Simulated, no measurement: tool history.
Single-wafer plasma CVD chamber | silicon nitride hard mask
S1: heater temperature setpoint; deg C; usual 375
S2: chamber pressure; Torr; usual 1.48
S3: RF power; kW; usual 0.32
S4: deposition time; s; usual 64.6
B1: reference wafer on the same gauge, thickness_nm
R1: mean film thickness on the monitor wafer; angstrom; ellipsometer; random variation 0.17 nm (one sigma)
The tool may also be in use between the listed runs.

Run 1, hour 0: usual settings but S2 1.31 Torr; B1 79.193. Result: R1 715.63 angstrom.
At hour 52: RF generator calibrated.
Run 2, hour 53.2: usual settings but S2 1.31 Torr; B1 79.205. Result: R1 729.73 angstrom.
At hour 74.1: showerhead replaced.
Run 3, hour 226: usual settings but S2 1.31 Torr; B1 79.18. Result: R1 729.94 angstrom.
Run 4, hour 256.5: usual settings; B1 79.213. Result: R1 757.92 angstrom.
Run 5, hour 325.5: usual settings; B1 79.192. Result: R1 756.24 angstrom.
Run 6, hour 376.5: usual settings; B1 79.175. Result: R1 757.02 angstrom.
At hour 419.8: capacitance manometer re-zeroed and calibrated.
Run 7, hour 423.3: usual settings but S1 362 deg C, S2 1.71 Torr, S4 60.7 s; B1 79.206. Result: R1 746.56 angstrom.
Run 8, hour 490.9: usual settings but S1 384 deg C, S3 0.275 kW, S4 75.4 s; B1 79.216. Result: R1 802.89 angstrom.
At hour 557.7: thermocouple changed; heater temperature recalibrated.
Run 9, hour 558.2: usual settings but S1 364 deg C, S2 1.24 Torr, S4 53.3 s; B1 79.23. Result: R1 595.11 angstrom.
Run 10, hour 607.8: usual settings but S4 53.9 s; B1 79.192. Result: R1 631.98 angstrom.
Run 11, hour 648.9: usual settings; B1 79.2. Result: R1 755.97 angstrom.
Run 12, hour 694: usual settings; B1 79.197. Result: R1 756.61 angstrom.
Run 13, hour 884.5: usual settings but S1 366 deg C, S2 1.72 Torr, S3 0.26 kW, S4 56.3 s; B1 79.187. Result: R1 609.64 angstrom.
Run 14, hour 921.3: usual settings but S1 370 deg C, S3 0.27 kW, S4 71.2 s; B1 79.221. Result: R1 755.06 angstrom.
Run 15, hour 981.3: usual settings but S1 385 deg C, S2 1.66 Torr, S3 0.255 kW, S4 59.9 s; B1 79.198. Result: R1 628.89 angstrom.
Run 16, hour 1008.8: usual settings but S1 362 deg C, S2 1.62 Torr, S4 60.9 s; B1 79.231. Result: R1 736.13 angstrom.
Run 17, hour 1051.8: usual settings; B1 79.2. Result: R1 754.03 angstrom.
At hour 1058.3: gauge calibrated.
Run 18, hour 1087.5: usual settings; B1 79.212. Result: R1 753.78 angstrom.
Run 19, hour 1125.2: usual settings but S1 361 deg C, S2 1.59 Torr; B1 79.184. Result: R1 775.9 angstrom.
Run 20, hour 1188: usual settings; B1 79.213. Result: R1 756.43 angstrom.
Run 21, hour 1247.8: usual settings but S1 368 deg C, S2 1.19 Torr, S3 0.35 kW, S4 69.5 s; B1 79.208. Result: R1 801.93 angstrom.
Run 22, hour 1309.4: usual settings but S2 1.32 Torr, S3 0.355 kW; B1 79.238. Result: R1 774.09 angstrom.
Run 23, hour 1343.6: usual settings but S1 371 deg C; B1 79.245. Result: R1 754.75 angstrom.
Run 24, hour 1372.7: usual settings but S2 1.27 Torr, S4 76.5 s; B1 79.183. Result: R1 849.29 angstrom.
Run 25, hour 1410.3: usual settings but S3 0.38 kW; B1 79.216. Result: R1 832.12 angstrom.
Run 26, hour 1481.2: usual settings but S1 368 deg C, S2 1.19 Torr, S3 0.35 kW, S4 69.5 s; B1 79.213. Result: R1 799.7 angstrom.
Run 27, hour 1513.9: usual settings; B1 79.192. Result: R1 752.5 angstrom.
Run 28, hour 1541.7: usual settings; B1 79.192. Result: R1 753.16 angstrom.

5 ways to go on from here, each from the tool as it stands after run 28. What would each give?
Run A, hour 1542.1: usual settings; B1 ?. Result: R1 ?.
Run B, hour 1542.1: usual settings but S1 366 deg C, S2 1.23 Torr, S3 0.28 kW, S4 75 s; B1 ?. Result: R1 ?.
Run C, hour 1542.1: usual settings but S1 362 deg C, S2 1.24 Torr; B1 ?. Result: R1 ?.
Run D, hour 1542.1: usual settings but S1 388 deg C, S3 0.355 kW; B1 ?. Result: R1 ?.
Run E, hour 1542.1: usual settings but S3 0.34 kW, S4 74.3 s; B1 ?. Result: R1 ?.

run      B1      R1
  A  79.184  751.96
  B  79.184  763.65
  C  79.184   715.6
  D  79.184  794.45
  E  79.184  896.19
Without the tool's hidden state the same runs would have given:
run      R1
  A  760.73
  B  772.84
  C  723.94
  D   803.3
  E  906.17
